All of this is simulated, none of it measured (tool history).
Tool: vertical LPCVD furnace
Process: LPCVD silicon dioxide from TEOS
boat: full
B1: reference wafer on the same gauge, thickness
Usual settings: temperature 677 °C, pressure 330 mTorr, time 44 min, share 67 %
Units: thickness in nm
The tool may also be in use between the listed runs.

run 1 hour=0 | temperature=677 pressure=330 time=44 share=67 | B1=238.03 | thickness=207.74
run 2 hour=20.2 | temperature=677 pressure=390 time=44 share=67 | B1=237.66 | thickness=226.03
run 3 hour=102.7 | temperature=677 pressure=390 time=44 share=67 | B1=239.52 | thickness=225.74
run 4 hour=153 | temperature=677 pressure=390 time=44 share=67 | B1=239.4 | thickness=226.59
run 5 hour=186.8 | temperature=677 pressure=330 time=44 share=67 | B1=239.72 | thickness=210.86
run 6 hour=218.3 | temperature=677 pressure=330 time=44 share=67 | B1=240.15 | thickness=208.33
-- hour=243 TEOS flow controller replaced
run 7 hour=253.1 | temperature=677 pressure=330 time=44 share=67 | B1=239.78 | thickness=209.35
run 8 hour=280.6 | temperature=677 pressure=330 time=44 share=67 | B1=240.77 | thickness=209.24
run 9 hour=307.7 | temperature=677 pressure=330 time=44 share=67 | B1=241.11 | thickness=209.07
run 10 hour=333.6 | temperature=677 pressure=330 time=44 share=67 | B1=241.09 | thickness=209.58
-- hour=364.9 thermocouples replaced and temperature profile calibrated
run 11 hour=368.2 | temperature=677 pressure=330 time=44 share=67 | B1=241.58 | thickness=211.21
-- hour=408.5 pressure gauge zeroed
run 12 hour=409 | temperature=677 pressure=330 time=44 share=67 | B1=242.08 | thickness=211.26
-- hour=416.2 gauge calibrated
run 13 hour=422.9 | temperature=677 pressure=270 time=44 share=67 | B1=234.64 | thickness=183.43
run 14 hour=457.6 | temperature=671 pressure=330 time=44 share=67 | B1=234.39 | thickness=177.53
run 15 hour=491.1 | temperature=677 pressure=330 time=44 share=67 | B1=234.38 | thickness=203.85
run 16 hour=521.1 | temperature=677 pressure=360 time=54 share=67 | B1=234.69 | thickness=261.92
run 17 hour=556.7 | temperature=667 pressure=330 time=44 share=74 | B1=235.24 | thickness=169.61
run 18 hour=568.7 | temperature=672 pressure=305 time=54 share=75 | B1=235.63 | thickness=226.13
run 19 hour=582.5 | temperature=677 pressure=330 time=44 share=67 | B1=236.2 | thickness=205
run 20 hour=607.7 | temperature=677 pressure=330 time=55 share=67 | B1=235.61 | thickness=256.24
run 21 hour=626.6 | temperature=681 pressure=360 time=44 share=67 | B1=235.85 | thickness=235.68
run 22 hour=643.9 | temperature=677 pressure=305 time=53 share=60 | B1=235.64 | thickness=225.27
run 23 hour=673.8 | temperature=677 pressure=330 time=60.5 share=72 | B1=236.53 | thickness=296.69
run 24 hour=699.2 | temperature=677 pressure=330 time=44 share=67 | B1=237.25 | thickness=206.67
run 25 hour=718 | temperature=677 pressure=330 time=44 share=67 | B1=236.48 | thickness=207.23
run 26 hour=736.2 | temperature=682 pressure=300 time=51 share=56 | B1=237.09 | thickness=236.2
run 27 hour=768.1 | temperature=677 pressure=330 time=44 share=67 | B1=236.55 | thickness=208.37
run 28 hour=786.7 | temperature=686 pressure=330 time=60 share=67 | B1=237.33 | thickness=347.5
run 29 hour=805.1 | temperature=677 pressure=330 time=44 share=67 | B1=237.76 | thickness=206.5
run 30 hour=817.7 | temperature=677 pressure=330 time=44 share=67 | B1=237.45 | thickness=207.33

The same runs without the tool's hidden state, with the same run-to-run variation:
The hidden state here: true tube temperature minus thermocouple reading, K; true pressure minus gauge reading, mTorr; deviation of the TEOS flow from its setpoint, %; gauge reads high (%).
run=1 thickness=203.26
run=2 thickness=220.98
run=3 thickness=219.99
run=4 thickness=220.38
run=5 thickness=204.82
run=6 thickness=202.11
run=7 thickness=202.83
run=8 thickness=202.51
run=9 thickness=202.13
run=10 thickness=202.42
run=11 thickness=203.72
run=12 thickness=203.45
run=13 thickness=182.57
run=14 thickness=176.45
run=15 thickness=202.34
run=16 thickness=259.68
run=17 thickness=167.92
run=18 thickness=223.77
run=19 thickness=202.75
run=20 thickness=253.18
run=21 thickness=232.69
run=22 thickness=222.26
run=23 thickness=292.38
run=24 thickness=203.47
run=25 thickness=203.86
run=26 thickness=232.2
run=27 thickness=204.58
run=28 thickness=340.93
run=29 thickness=202.46
run=30 thickness=203.17
